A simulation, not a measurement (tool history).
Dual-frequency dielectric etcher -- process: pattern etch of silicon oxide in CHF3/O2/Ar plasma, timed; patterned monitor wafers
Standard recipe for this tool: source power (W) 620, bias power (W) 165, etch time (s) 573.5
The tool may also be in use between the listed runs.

run,day,source power (W),bias power (W),etch time (s),wafers since the last listed run,hours since the last wet clean,hours since the last source power generator calibration,hours since the last bias power generator calibration,hours since the last upper electrode change,hours since the gauge calibration,"read-back reference wafer on the same gauge, depth_nm",mean etch depth across the wafer (angstrom)
1,0.000,620,182,573.5,0,213.2,3530.3,1966.2,3572.3,887.9,928.2,10834
2,2.296,620,150,573.5,224,268.3,3585.4,2021.3,3627.4,943.0,929.1,10427
3,6.121,620,150,573.5,374,360.1,3677.2,2113.1,3719.2,1034.8,930.7,10597
# day 9.621: wet clean of the chamber
4,10.196,620,165,573.5,300,13.8,3775.0,2210.9,3817.0,1132.6,930.6,11009
5,14.542,620,165,573.5,425,118.1,3879.3,2315.2,3921.3,1236.9,931.2,11060
6,16.304,620,165,573.5,172,160.4,3921.6,2357.5,3963.6,1279.2,929.6,11103
7,18.062,620,136,573.5,172,202.6,3963.8,2399.7,4005.8,1321.4,928.8,10502
# day 20.267: wet clean of the chamber, repeated, since the last time left the tool worse
8,20.421,500,137,573.5,132,3.7,4020.4,2456.3,4062.4,1378.0,928.1,9539
# day 21.883: bias power generator calibrated
9,24.575,620,165,573.5,390,103.4,4120.1,64.6,4162.1,1477.7,930.9,10607
10,27.542,500,165,573.5,290,174.6,4191.3,135.8,4233.3,1548.9,926.5,10078
11,30.358,620,165,573.5,275,242.2,4258.9,203.4,4300.9,1616.5,930.2,10538
12,33.042,620,165,573.5,262,306.6,4323.3,267.8,4365.3,1680.9,929.4,10649
13,34.575,620,165,573.5,150,343.4,4360.1,304.6,4402.1,1717.7,928.8,10671
# day 35.983: gauge calibrated
# day 37.450: wet clean of the chamber
14,37.471,620,165,573.5,185,0.5,4429.6,374.1,4471.6,35.7,927.4,10403
# day 39.121: source power generator calibrated
15,39.754,620,165,573.5,207,55.3,15.2,428.9,4526.4,90.5,928.0,10396
16,41.933,620,131,711.0,213,107.6,67.5,481.2,4578.7,142.8,932.2,12177
17,45.825,570,186,454.5,380,201.0,160.9,574.6,4672.1,236.2,929.7,8504
18,48.900,620,165,573.5,300,274.8,234.7,648.4,4745.9,310.0,927.8,10507
# day 49.975: upper electrode replaced
19,51.342,620,141,740.0,141,333.4,293.3,707.0,32.8,368.6,932.3,13023
# day 53.171: wet clean of the chamber
20,53.650,530,165,573.5,128,11.5,348.7,762.4,88.2,424.0,931.1,10133
21,55.671,760,146,714.0,197,60.0,397.2,810.9,136.7,472.5,929.5,13208
22,59.517,620,180,704.0,376,152.3,489.5,903.2,229.0,564.8,931.2,13296
23,61.967,720,152,676.5,239,211.1,548.3,962.0,287.8,623.6,931.6,12491
24,65.196,620,143,573.5,315,288.6,625.8,1039.5,365.3,701.1,929.6,10296
25,67.567,620,165,573.5,231,345.5,682.7,1096.4,422.2,758.0,929.4,10650
# day 69.779: wet clean of the chamber
26,70.917,520,147,680.5,229,27.3,763.1,1176.8,502.6,838.4,930.1,11524
27,73.262,710,178,715.0,229,83.6,819.4,1233.1,558.9,894.7,932.2,13999
28,74.846,620,165,454.5,154,121.6,857.4,1271.1,596.9,932.7,930.6,8450

Here are 5 independent what-if runs from the current tool condition. What would each one return?
A,74.871,620,165,573.5,2,122.2,858.0,1271.7,597.5,933.3,?,?
B,74.871,670,143,737.5,2,122.2,858.0,1271.7,597.5,933.3,?,?
C,74.871,620,205,513.5,2,122.2,858.0,1271.7,597.5,933.3,?,?
D,74.871,620,165,403.0,2,122.2,858.0,1271.7,597.5,933.3,?,?
E,74.871,620,196,573.5,2,122.2,858.0,1271.7,597.5,933.3,?,?

run,"read-back reference wafer on the same gauge, depth_nm",mean etch depth across the wafer (angstrom)
A,930.1,10637
B,930.1,13411
C,930.1,10141
D,930.1,7475
E,930.1,11176
With the hidden condition removed and each run's random variation left untouched, the same runs would have given:
run,mean etch depth across the wafer (angstrom)
A,10546
B,13296
C,10054
D,7411
E,11081
